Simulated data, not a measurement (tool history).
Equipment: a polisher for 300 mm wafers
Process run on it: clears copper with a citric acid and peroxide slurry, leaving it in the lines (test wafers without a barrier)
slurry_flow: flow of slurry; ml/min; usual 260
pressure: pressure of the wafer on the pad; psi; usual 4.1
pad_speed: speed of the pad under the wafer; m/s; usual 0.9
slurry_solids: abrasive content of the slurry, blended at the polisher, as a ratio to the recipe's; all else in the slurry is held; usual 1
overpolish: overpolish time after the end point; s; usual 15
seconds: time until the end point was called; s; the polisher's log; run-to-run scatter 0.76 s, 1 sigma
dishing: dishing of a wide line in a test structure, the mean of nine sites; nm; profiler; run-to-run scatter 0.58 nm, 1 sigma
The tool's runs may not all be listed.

run   hour  slurry_flow  pressure  pad_speed  slurry_solids  overpolish  incoming thickness of the incoming film, nm  seconds  dishing
  1      0          260       4.1       0.96              1          15                                        197.4     59.6     38.7
  2   26.6          260       4.1        0.9              1          15                                          202     64.2     36.9
  3   35.6          260       4.1        0.9              1          13                                        199.1     64.3     32.1
  4   47.7          260       4.1        0.9              1          13                                        200.5     63.4     31.5
  5   58.9          260       3.7        0.9              1          15                                        202.1     72.5     32.2
  6     70          260       3.7        0.9              1          15                                        199.1     71.3     32.1
  7   79.5          260       3.7        0.9              1          15                                        201.5     72.4     32.2
  8   85.9          260       4.1        0.9              1          15                                        195.6     64.6     34.8
  9  100.6          260       4.1        0.9              1          15                                        201.9     66.1     34.7
 10  115.1          260       4.1        0.9              1          15                                        202.6       68     34.5
 11  124.2          260       4.1        0.9              1          13                                        198.8     67.2     30.1
 12  132.2          260       4.1       0.96              1          15                                        199.2     63.3     35.5
 13  146.5          175       4.1        0.6              1           8                                        198.9     95.4     14.2
 14  155.1          260       4.5       0.64              1          15                                        200.2     82.1     28.8
 15  172.8          200       4.1        1.2            1.1          17                                        200.9     57.6     43.3
 16  186.9          260       4.1       1.14              1          15                                        201.7     50.2     43.4
 17  202.3          300       5.2       1.12              1           8                                        199.8     39.8     31.1
 18  210.3          260       3.1        1.2              1          15                                        201.3     65.2     35.1
 19  217.2          230       4.1       1.02              1          15                                        198.2     56.1     39.8
 20    225          260       4.1       1.16           0.85          15                                        198.8     52.6     42.8
 21    236          260       4.1        0.9              1          19                                        202.7     63.4     47.5
 22  249.9          215       4.1        0.6              1          11                                        200.8     84.1     20.5
 23  258.3          260       4.1        0.9           1.25          15                                        198.5     56.4     39.6
 24  275.6          260       4.1        0.9              1          15                                        200.3     62.5       37
 25  291.5          260       4.1        0.9              1          15                                        200.1     60.5     37.2
 26  307.8          260       4.1        0.6           1.25          15                                          203     79.4     30.4
 27  319.4          260       4.1        0.9              1          20                                        198.5     62.2     47.4
 28  326.5          260       4.1        0.9              1          15                                        204.2     64.1     37.2

Between the runs listed above, the log contained 6 entries, not reproduced here. Where in the sequence does each belong, and how does what the log doesn't record of the tool's condition differ from the listed run before to the listed run after?
Between runs 1 and 2: worn pad replaced by a new one (hour 24.4)
  abrasive missing from the slurry, %: 9.79 -> 12.8
  the result without the hidden state subtracted from the measured one, seconds: +1.8 -> +2.6 s; dishing: -1 -> -1.4 nm
Between runs 9 and 10: worn pad replaced by a new one (hour 114.6)
  abrasive missing from the slurry, %: 24.2 -> 26.9
  the result without the hidden state subtracted from the measured one, seconds: +5.3 -> +6.2 s; dishing: -2.6 -> -3.1 nm
Between runs 14 and 15: head pressure recalibrated (hour 161.6)
  abrasive missing from the slurry, %: 35.3 -> 39.4
  the result without the hidden state subtracted from the measured one, seconds: +10.4 -> +8.6 s; dishing: -3.8 -> -6.3 nm
Between runs 15 and 16: slurry nozzle cleaned (hour 179.3); slurry blender recalibrated (hour 186.4)
  abrasive missing from the slurry, %: 39.4 -> 2.03
  the result without the hidden state subtracted from the measured one, seconds: +8.6 -> +0.3 s; dishing: -6.3 -> -0.2 nm
Between runs 20 and 21: worn pad replaced by a new one (hour 231.7)
  abrasive missing from the slurry, %: 2.62 -> 3
  the result without the hidden state subtracted from the measured one, seconds: +0.4 -> +0.6 s; dishing: -0.3 -> -0.4 nm

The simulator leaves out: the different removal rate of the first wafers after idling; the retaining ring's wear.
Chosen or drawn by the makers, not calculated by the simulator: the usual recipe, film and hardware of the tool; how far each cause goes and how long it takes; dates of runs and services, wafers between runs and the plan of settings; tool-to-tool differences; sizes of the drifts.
